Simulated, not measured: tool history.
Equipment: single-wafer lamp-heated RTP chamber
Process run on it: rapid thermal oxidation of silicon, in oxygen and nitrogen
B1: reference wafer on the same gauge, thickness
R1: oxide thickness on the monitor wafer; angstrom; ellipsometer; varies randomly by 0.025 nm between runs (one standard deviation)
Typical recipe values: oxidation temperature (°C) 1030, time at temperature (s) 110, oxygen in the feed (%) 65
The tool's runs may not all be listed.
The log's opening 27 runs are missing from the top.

{"hour": 765.4, "done": "oxygen flow controller replaced"}
{"run": 28, "hour": 765.9, "oxidation temperature (°C)": 1054, "time at temperature (s)": 110, "oxygen in the feed (%)": 65, "B1": 7.474, "R1": 102.19}
{"run": 29, "hour": 779.2, "oxidation temperature (°C)": 1030, "time at temperature (s)": 110, "oxygen in the feed (%)": 65, "B1": 7.47, "R1": 86.54}
{"run": 30, "hour": 803.1, "oxidation temperature (°C)": 1054, "time at temperature (s)": 125, "oxygen in the feed (%)": 41, "B1": 7.468, "R1": 92.18}
{"run": 31, "hour": 836.2, "oxidation temperature (°C)": 1030, "time at temperature (s)": 110, "oxygen in the feed (%)": 65, "B1": 7.475, "R1": 86.51}
{"run": 32, "hour": 870.0, "oxidation temperature (°C)": 1046, "time at temperature (s)": 110, "oxygen in the feed (%)": 65, "B1": 7.473, "R1": 96.46}
{"hour": 924.1, "done": "pyrometer window cleaned and pyrometer calibrated, repeated, since the last time left the tool worse"}
{"run": 33, "hour": 965.3, "oxidation temperature (°C)": 1038, "time at temperature (s)": 110, "oxygen in the feed (%)": 65, "B1": 7.472, "R1": 89.0}
{"run": 34, "hour": 1000.0, "oxidation temperature (°C)": 1049, "time at temperature (s)": 110, "oxygen in the feed (%)": 65, "B1": 7.483, "R1": 95.78}
{"run": 35, "hour": 1015.7, "oxidation temperature (°C)": 1030, "time at temperature (s)": 110, "oxygen in the feed (%)": 65, "B1": 7.462, "R1": 84.28}
{"run": 36, "hour": 1112.5, "oxidation temperature (°C)": 1013, "time at temperature (s)": 76, "oxygen in the feed (%)": 51, "B1": 7.466, "R1": 57.89}
{"run": 37, "hour": 1139.8, "oxidation temperature (°C)": 1030, "time at temperature (s)": 158, "oxygen in the feed (%)": 65, "B1": 7.469, "R1": 99.16}
{"run": 38, "hour": 1172.3, "oxidation temperature (°C)": 1017, "time at temperature (s)": 110, "oxygen in the feed (%)": 87, "B1": 7.481, "R1": 85.19}
{"run": 39, "hour": 1187.0, "oxidation temperature (°C)": 1009, "time at temperature (s)": 76, "oxygen in the feed (%)": 95, "B1": 7.469, "R1": 70.15}

Predict each of these 3 candidate next runs independently; none follows another, all start after run 39:
{"run": "A", "hour": 1187.5, "oxidation temperature (°C)": 1030, "time at temperature (s)": 144, "oxygen in the feed (%)": 65, "B1": "?", "R1": "?"}
{"run": "B", "hour": 1187.5, "oxidation temperature (°C)": 1051, "time at temperature (s)": 110, "oxygen in the feed (%)": 65, "B1": "?", "R1": "?"}
{"run": "C", "hour": 1187.5, "oxidation temperature (°C)": 1018, "time at temperature (s)": 110, "oxygen in the feed (%)": 65, "B1": "?", "R1": "?"}

run=A B1=7.459 R1=95.42
run=B B1=7.459 R1=97.63
run=C B1=7.459 R1=77.39
Stripped of hidden state, with their random variation kept, the same runs would have yielded:
run=A R1=95.16
run=B R1=97.38
run=C R1=77.18

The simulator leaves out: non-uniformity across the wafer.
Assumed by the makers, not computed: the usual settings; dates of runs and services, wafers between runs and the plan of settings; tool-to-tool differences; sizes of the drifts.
